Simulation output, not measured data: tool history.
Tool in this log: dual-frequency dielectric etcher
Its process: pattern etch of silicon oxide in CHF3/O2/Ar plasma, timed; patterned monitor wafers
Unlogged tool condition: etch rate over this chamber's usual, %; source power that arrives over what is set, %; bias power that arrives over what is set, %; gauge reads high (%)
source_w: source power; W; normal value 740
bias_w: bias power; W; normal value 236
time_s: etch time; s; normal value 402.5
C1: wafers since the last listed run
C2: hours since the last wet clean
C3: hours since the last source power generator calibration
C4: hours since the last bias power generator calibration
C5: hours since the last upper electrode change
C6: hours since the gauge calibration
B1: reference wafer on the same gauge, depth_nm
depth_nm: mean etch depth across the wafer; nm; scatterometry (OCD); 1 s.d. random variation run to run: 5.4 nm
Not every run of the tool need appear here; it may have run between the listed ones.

Run 1, day 0: usual settings but time_s 473 s; C1 0; C2 242.3; C3 258.7; C4 3128.9; C5 1780.1; C6 2040.8; B1 1011.3. Result: depth_nm 1064.8 nm.
Run 2, day 4.088: usual settings but source_w 620 W; C1 269; C2 340.4; C3 356.8; C4 3227; C5 1878.2; C6 2138.9; B1 1011.4. Result: depth_nm 840.6 nm.
Run 3, day 8.267: usual settings; C1 275; C2 440.7; C3 457.1; C4 3327.3; C5 1978.5; C6 2239.2; B1 1012.6. Result: depth_nm 893.8 nm.
Run 4, day 12.592: usual settings; C1 285; C2 544.5; C3 560.9; C4 3431.1; C5 2082.3; C6 2343; B1 1009.7. Result: depth_nm 891.4 nm.
Run 5, day 14.746: usual settings but source_w 810 W, bias_w 180 W, time_s 482 s; C1 142; C2 596.2; C3 612.6; C4 3482.8; C5 2134; C6 2394.7; B1 1011.4. Result: depth_nm 996.2 nm.
Run 6, day 19.092: usual settings but bias_w 194 W, time_s 369 s; C1 286; C2 700.5; C3 716.9; C4 3587.1; C5 2238.3; C6 2499; B1 1011.6. Result: depth_nm 755.9 nm.
At day 21.146: wet clean of the chamber.
Run 7, day 21.721: usual settings but source_w 680 W, bias_w 275 W; C1 107; C2 13.8; C3 780; C4 3650.2; C5 2301.4; C6 2562.1; B1 1008.8. Result: depth_nm 931.9 nm.
At day 24.688: bias power generator calibrated.
Run 8, day 25.05: usual settings but bias_w 181 W; C1 208; C2 93.7; C3 859.9; C4 8.7; C5 2381.3; C6 2642; B1 1011.8. Result: depth_nm 810.7 nm.
Run 9, day 27.154: usual settings but source_w 810 W; C1 138; C2 144.2; C3 910.4; C4 59.2; C5 2431.8; C6 2692.5; B1 1013.1. Result: depth_nm 927.6 nm.
Run 10, day 29.275: usual settings but source_w 820 W, bias_w 192 W, time_s 518 s; C1 139; C2 195.1; C3 961.3; C4 110.1; C5 2482.7; C6 2743.4; B1 1010.1. Result: depth_nm 1095.3 nm.
Run 11, day 31.475: usual settings but bias_w 198 W; C1 145; C2 247.9; C3 1014.1; C4 162.9; C5 2535.5; C6 2796.2; B1 1009.8. Result: depth_nm 821.7 nm.
Run 12, day 34.188: usual settings but source_w 870 W, bias_w 269 W, time_s 446 s; C1 178; C2 313; C3 1079.2; C4 228; C5 2600.6; C6 2861.3; B1 1010.4. Result: depth_nm 1115.1 nm.
At day 35.6: upper electrode replaced.
Run 13, day 36.583: usual settings; C1 92; C2 370.5; C3 1136.7; C4 285.5; C5 23.6; C6 2918.8; B1 1012.1. Result: depth_nm 889 nm.
Run 14, day 39.396: usual settings but source_w 890 W, bias_w 220 W; C1 185; C2 438; C3 1204.2; C4 353; C5 91.1; C6 2986.3; B1 1010.3. Result: depth_nm 925.5 nm.
Run 15, day 42.012: usual settings; C1 172; C2 500.8; C3 1267; C4 415.8; C5 153.9; C6 3049.1; B1 1009.6. Result: depth_nm 889.6 nm.
Run 16, day 44.962: usual settings but bias_w 217 W; C1 194; C2 571.6; C3 1337.8; C4 486.6; C5 224.7; C6 3119.9; B1 1011.7. Result: depth_nm 853.8 nm.
At day 47.188: wet clean of the chamber.
Run 17, day 47.208: usual settings but source_w 890 W, bias_w 276 W, time_s 514 s; C1 82; C2 0.5; C3 1391.7; C4 540.5; C5 278.6; C6 3173.8; B1 1010.8. Result: depth_nm 1301.5 nm.
Run 18, day 50.421: usual settings but bias_w 287 W, time_s 487 s; C1 211; C2 77.6; C3 1468.8; C4 617.6; C5 355.7; C6 3250.9; B1 1011.5. Result: depth_nm 1177.4 nm.
At day 51.625: gauge calibrated.
Run 19, day 54.012: usual settings but time_s 348.5 s; C1 236; C2 163.8; C3 1555; C4 703.8; C5 441.9; C6 57.3; B1 1011.5. Result: depth_nm 769.2 nm.
Run 20, day 56.433: usual settings but source_w 810 W; C1 159; C2 221.9; C3 1613.1; C4 761.9; C5 500; C6 115.4; B1 1010. Result: depth_nm 920.3 nm.
Run 21, day 59.246: usual settings; C1 185; C2 289.4; C3 1680.6; C4 829.4; C5 567.5; C6 182.9; B1 1011.5. Result: depth_nm 894.6 nm.
Run 22, day 63.679: usual settings but bias_w 213 W, time_s 303.5 s; C1 292; C2 395.8; C3 1787; C4 935.8; C5 673.9; C6 289.3; B1 1010.7. Result: depth_nm 649.3 nm.
Run 23, day 68.146: usual settings but source_w 810 W, bias_w 286 W, time_s 282.5 s; C1 294; C2 503; C3 1894.2; C4 1043; C5 781.1; C6 396.5; B1 1010.9. Result: depth_nm 709.3 nm.
Run 24, day 70.083: usual settings; C1 127; C2 549.5; C3 1940.7; C4 1089.5; C5 827.6; C6 443; B1 1011.9. Result: depth_nm 892.6 nm.
At day 72.688: wet clean of the chamber.
Run 25, day 72.708: usual settings; C1 107; C2 0.5; C3 2003.7; C4 1152.5; C5 890.6; C6 506; B1 1010.5. Result: depth_nm 901.7 nm.
Run 26, day 75.562: usual settings but source_w 820 W, bias_w 282 W, time_s 354 s; C1 188; C2 69; C3 2072.2; C4 1221; C5 959.1; C6 574.5; B1 1009.3. Result: depth_nm 879.9 nm.
Run 27, day 78.462: usual settings but source_w 870 W, bias_w 269 W, time_s 446 s; C1 191; C2 138.6; C3 2141.8; C4 1290.6; C5 1028.7; C6 644.1; B1 1011.9. Result: depth_nm 1102.4 nm.
Run 28, day 81.704: usual settings but bias_w 270 W, time_s 303.5 s; C1 213; C2 216.4; C3 2219.6; C4 1368.4; C5 1106.5; C6 721.9; B1 1010.9. Result: depth_nm 708.3 nm.
Run 29, day 83.442: usual settings; C1 114; C2 258.1; C3 2261.3; C4 1410.1; C5 1148.2; C6 763.6; B1 1011.3. Result: depth_nm 882 nm.

For each entry between runs, how does the tool's hidden state at the last listed run before it compare with that at the first listed run after it?
Logged between run 6 and run 7: wet clean of the chamber (day 21.146)
  nothing in the hidden state changes from one run to the other
Logged between run 7 and run 8: bias power generator calibrated (day 24.688)
  nothing in the hidden state changes from one run to the other
Logged between run 12 and run 13: upper electrode replaced (day 35.6)
  nothing in the hidden state changes from one run to the other
Logged between run 16 and run 17: wet clean of the chamber (day 47.188)
  nothing in the hidden state changes from one run to the other
Logged between run 18 and run 19: gauge calibrated (day 51.625)
  nothing in the hidden state changes from one run to the other
Logged between run 24 and run 25: wet clean of the chamber (day 72.688)
  nothing in the hidden state changes from one run to the other
